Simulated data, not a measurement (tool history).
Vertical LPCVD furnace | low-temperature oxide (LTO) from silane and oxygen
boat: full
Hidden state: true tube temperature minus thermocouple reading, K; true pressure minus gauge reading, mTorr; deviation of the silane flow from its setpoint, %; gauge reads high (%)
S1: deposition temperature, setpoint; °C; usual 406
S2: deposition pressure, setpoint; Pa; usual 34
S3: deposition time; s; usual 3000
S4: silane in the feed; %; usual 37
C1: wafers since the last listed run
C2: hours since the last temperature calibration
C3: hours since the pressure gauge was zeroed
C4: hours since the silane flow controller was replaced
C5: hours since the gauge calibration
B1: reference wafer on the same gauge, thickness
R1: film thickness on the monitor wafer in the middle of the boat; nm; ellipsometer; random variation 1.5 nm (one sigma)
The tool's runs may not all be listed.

run    hour   S1    S2    S3  S4    C1      C2      C3      C4      C5      B1      R1
  1       0  406    34  3870  37     0  2709.1    4162  3194.1   244.4  488.61  631.21
  2    93.2  412  36.7  3000  37   981  2802.3  4255.2  3287.3   337.6  488.27  561.69
      187.6  -- pressure gauge zeroed
  3   188.1  406    34  3000  37   746  2897.2     0.5  3382.2   432.5  488.81   489.2
  4   250.6  414    34  2400  37   658  2959.7      63  3444.7     495  488.92  427.83
  5   355.8  406    34  3000  34  1107  3064.9   168.2  3549.9   600.2  488.83  433.77
  6   402.4  406    34  3000  42   490  3111.5   214.8  3596.5   646.8  489.32  567.95
  7     509  406    34  3000  37  1122  3218.1   321.4  3703.1   753.4  489.22  485.36
  8   608.4  412  30.7  3630  39  1046  3317.5   420.8  3802.5   852.8  489.66  607.52
  9   686.7  406    28  3000  37   824  3395.8   499.1  3880.8   931.1  488.78  398.61
 10   749.5  406  39.3  3000  37   661  3458.6   561.9  3943.6   993.9  489.25  561.68
 11   802.2  406    34  3000  37   555  3511.3   614.6  3996.3  1046.6  488.96  483.57
 12  1019.8  406    34  3870  37  2291  3728.9   832.2  4213.9  1264.2  488.24  621.25
     1044.7  -- thermocouples replaced and temperature profile calibrated
     1102.4  -- silane flow controller replaced
 13  1102.9  395    34  3000  37   369    58.2   915.3     0.5  1347.3  489.48  442.65
 14  1177.3  411  37.3  2550  40   783   132.6   989.7    74.9  1421.7  488.88  545.29
 15  1255.2  406    34  3000  37   820   210.5  1067.6   152.8  1499.6  488.93  501.64
 16  1296.6  406    34  3360  32   436   251.9    1109   194.2    1541  490.09  463.94
 17  1366.3  406    34  3000  37   734   321.6  1178.7   263.9  1610.7  489.09  504.31
 18  1441.4  397    34  1800  31   790   396.7  1253.8     339  1685.8  488.96  213.64
 19  1505.4  397  29.3  2130  37   674   460.7  1317.8     403  1749.8  488.93   278.6
 20    1604  406    34  3000  37  1038   559.3  1416.4   501.6  1848.4  489.55  502.71
 21  1642.2  406    34  3000  37   402   597.5  1454.6   539.8  1886.6   488.4  504.44
 22  1733.6  406  37.3  2610  43   962   688.9    1546   631.2    1978  488.56  571.41
 23  1795.3  406    34  3000  37   649   750.6  1607.7   692.9  2039.7  489.54  502.41
     1805.6  -- gauge calibrated
 24  1875.9  406    34  3000  37   848   831.2  1688.3   773.5    70.3   488.7  501.25
 25  1964.7  406    30  1830  30   935     920  1777.1   862.3   159.1   489.6  202.57
 26  2071.9  400    34  3000  35  1129  1027.2  1884.3   969.5   266.3  488.47  437.22
 27    2159  396    34  3570  43   917  1114.3  1971.4  1056.6   353.4  488.23  640.85
 28  2227.7  406    34  3000  37   723    1183  2040.1  1125.3   422.1  488.41  498.85
 29  2505.5  406  26.7  3570  30  2925  1460.8  2317.9  1403.1   699.9  489.01  349.86
 30  2560.5  401    34  3000  37   579  1515.8  2372.9  1458.1   754.9  489.44  471.79

Forecast each of these 5 alternatives for the next run:
  A  2564.6  406    34  4080  37  43  1519.9  2377  1462.2  759   ?   ?
  B  2564.6  406    34  3000  43  43  1519.9  2377  1462.2  759   ?   ?
  C  2564.6  400  31.3  3000  44  43  1519.9  2377  1462.2  759   ?   ?
  D  2564.6  417    30  3420  44  43  1519.9  2377  1462.2  759   ?   ?
  E  2564.6  406    34  3330  37  43  1519.9  2377  1462.2  759   ?   ?

run      B1      R1
  A  488.87  679.79
  B  488.87  596.84
  C  488.87  528.98
  D  488.87  688.46
  E  488.87  554.83
Without the tool's hidden state the same runs would have given:
run      R1
  A  683.78
  B  599.53
  C   531.3
  D   691.3
  E  558.08
